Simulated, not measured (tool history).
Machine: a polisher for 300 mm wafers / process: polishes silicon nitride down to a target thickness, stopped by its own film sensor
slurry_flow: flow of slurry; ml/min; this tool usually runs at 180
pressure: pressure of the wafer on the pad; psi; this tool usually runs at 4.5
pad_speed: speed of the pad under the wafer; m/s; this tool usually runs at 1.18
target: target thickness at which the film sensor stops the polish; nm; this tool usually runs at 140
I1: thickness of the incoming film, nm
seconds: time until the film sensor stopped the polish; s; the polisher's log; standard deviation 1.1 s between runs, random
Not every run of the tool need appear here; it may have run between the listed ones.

Run 1, hour 0.0: usual settings but slurry_flow 145 ml/min, pad_speed 1.52 m/s; I1 381.8. Result: seconds 120.4 s.
Run 2, hour 64.4: usual settings but pad_speed 1.44 m/s; I1 381.6. Result: seconds 124.1 s.
At hour 76.7: slurry nozzle cleaned.
At hour 122.8: worn pad replaced by a new one.
Run 3, hour 138.6: usual settings but pad_speed 1.44 m/s; I1 379.6. Result: seconds 100.5 s.
Run 4, hour 200.3: usual settings but pad_speed 1.44 m/s; I1 374.9. Result: seconds 107.1 s.
At hour 379.9: worn pad replaced by a new one.
Run 5, hour 405.8: usual settings; I1 385.5. Result: seconds 121.4 s.
Run 6, hour 444.2: usual settings; I1 383.0. Result: seconds 126.5 s.
At hour 489.1: slurry nozzle cleaned.
Run 7, hour 512.7: usual settings; I1 383.1. Result: seconds 127.0 s.
Run 8, hour 548.1: usual settings but target 162 nm; I1 383.0. Result: seconds 113.9 s.
At hour 592.1: worn pad replaced by a new one.
Run 9, hour 609.7: usual settings but target 162 nm; I1 377.6. Result: seconds 102.3 s.
Run 10, hour 641.2: usual settings but target 162 nm; I1 381.5. Result: seconds 107.3 s.
Run 11, hour 687.8: usual settings but slurry_flow 240 ml/min, pressure 3.1 psi, pad_speed 0.92 m/s, target 207 nm; I1 379.8. Result: seconds 139.5 s.
Run 12, hour 730.8: usual settings but slurry_flow 145 ml/min, pad_speed 1.52 m/s; I1 376.8. Result: seconds 109.9 s.
At hour 760.5: head pressure recalibrated.
Run 13, hour 761.2: usual settings but slurry_flow 160 ml/min, pressure 4.0 psi, pad_speed 1.06 m/s, target 199 nm; I1 385.4. Result: seconds 116.1 s.
Run 14, hour 820.7: usual settings but slurry_flow 145 ml/min, pressure 5.7 psi, pad_speed 0.88 m/s, target 94 nm; I1 376.8. Result: seconds 144.6 s.
At hour 828.7: worn pad replaced by a new one.
Run 15, hour 867.2: usual settings; I1 377.9. Result: seconds 122.0 s.
Run 16, hour 902.9: usual settings but target 113 nm; I1 377.2. Result: seconds 140.0 s.
At hour 913.4: slurry nozzle cleaned.
Run 17, hour 937.2: usual settings; I1 385.7. Result: seconds 125.2 s.
At hour 1073.0: worn pad replaced by a new one.
Run 18, hour 1098.9: usual settings but slurry_flow 205 ml/min, pressure 5.4 psi; I1 380.6. Result: seconds 93.4 s.
Run 19, hour 1168.8: usual settings but slurry_flow 210 ml/min, pad_speed 1.04 m/s, target 95 nm; I1 378.9. Result: seconds 153.2 s.
Run 20, hour 1226.1: usual settings but slurry_flow 200 ml/min, pressure 3.2 psi, pad_speed 0.78 m/s, target 219 nm; I1 386.7. Result: seconds 149.6 s.

Predict each of these 5 candidate next runs independently; none follows another, all start after run 20:
Run A, hour 1226.5: usual settings; I1 386.1. Result: seconds ?.
Run B, hour 1226.5: usual settings but pressure 3.2 psi, pad_speed 0.86 m/s, target 161 nm; I1 386.1. Result: seconds ?.
Run C, hour 1226.5: usual settings but slurry_flow 235 ml/min, pressure 5.3 psi, pad_speed 1.32 m/s, target 111 nm; I1 386.1. Result: seconds ?.
Run D, hour 1226.5: usual settings but pressure 5.9 psi, pad_speed 0.82 m/s, target 195 nm; I1 386.1. Result: seconds ?.
Run E, hour 1226.5: usual settings but target 64 nm; I1 386.1. Result: seconds ?.

run  seconds
  A    132.8
  B    199.5
  C    113.7
  D     93.9
  E    173.8
Without the tool's unlogged condition, the same runs would have read:
run  seconds
  A    113.0
  B    169.8
  C     97.6
  D     79.9
  E    147.9
